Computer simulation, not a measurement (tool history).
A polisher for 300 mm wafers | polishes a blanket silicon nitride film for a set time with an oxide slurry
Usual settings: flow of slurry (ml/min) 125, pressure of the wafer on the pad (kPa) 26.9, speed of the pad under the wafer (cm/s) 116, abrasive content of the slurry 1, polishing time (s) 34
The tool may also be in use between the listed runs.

run   hour  flow of slurry (ml/min)  pressure of the wafer on the pad (kPa)  speed of the pad under the wafer (cm/s)  abrasive content of the slurry  polishing time (s)  wafers since the last listed run  wafers polished on this pad  hours since the slurry nozzle was cleaned  hours since the head pressure was calibrated  hours since the slurry blender was calibrated  hours since the conditioning disc was replaced  incoming thickness of the incoming film, nm  film removed (angstrom)
  1      0                      125                                    26.9                                      116                               1                  34                                 0                         2314                                         78                                          33.3                                          122.6                                           207.1                                        551.1                      228
  2     52                      125                                    26.9                                       94                               1                  34                               509                         2823                                        130                                          85.3                                          174.6                                           259.1                                        563.4                      192
  3  119.1                      125                                    26.9                                       94                               1                  34                               656                         3480                                      197.1                                         152.4                                          241.7                                           326.2                                        561.2                      194
     173.4  -- worn pad replaced by a new one
  4  175.2                      125                                    26.9                                      134                             1.2                  34                               510                           18                                      253.2                                         208.5                                          297.8                                           382.3                                        562.6                      287
  5  231.6                      125                                      31                                      116                               1                  34                               552                          570                                      309.6                                         264.9                                          354.2                                           438.7                                        563.4                      256
     251.8  -- conditioning disc replaced and pad reconditioned
  6    276                      125                                    22.1                                      116                               1                  34                               415                          985                                        354                                         309.3                                          398.6                                            24.2                                        561.4                      182
  7  346.2                      125                                    18.6                                      116                               1                  41                               687                         1672                                      424.2                                         379.5                                          468.8                                            94.4                                        570.9                      185
     354.5  -- slurry blender recalibrated
  8  370.6                      125                                    26.9                                      116                             0.8                  34                               219                         1891                                      448.6                                         403.9                                           16.1                                           118.8                                        566.2                      186
  9  416.4                      125                                    33.1                                      140                             1.2                  38                               448                         2340                                      494.4                                         449.7                                           61.9                                           164.6                                        562.4                      430
 10  488.1                      145                                    24.1                                      116                               1                  34                               701                         3042                                      566.1                                         521.4                                          133.6                                           236.3                                        556.9                      212
     531.6  -- slurry nozzle cleaned
 11  555.6                      125                                    26.9                                      116                               1                  34                               651                         3693                                         24                                         588.9                                          201.1                                           303.8                                        555.1                      225
 12  606.9                      155                                    26.9                                      116                               1                  34                               502                         4195                                       75.3                                         640.2                                          252.4                                           355.1                                        556.3                      230
     632.1  -- worn pad replaced by a new one
 13  641.2                      125                                    26.9                                      116                               1                  26                               296                           88                                      109.6                                         674.5                                          286.7                                           389.4                                        561.5                      169

Run 14 comes next. What will it give?
 14  667.1                      125                                    26.9                                      154                             1.2                  24                               253                          342                                      135.5                                         700.4                                          312.6                                           415.3                                        562.5                        ?

Run 14 gave film removed (angstrom) 227.
Without the tool's hidden state the same run would have given film removed (angstrom) 238.
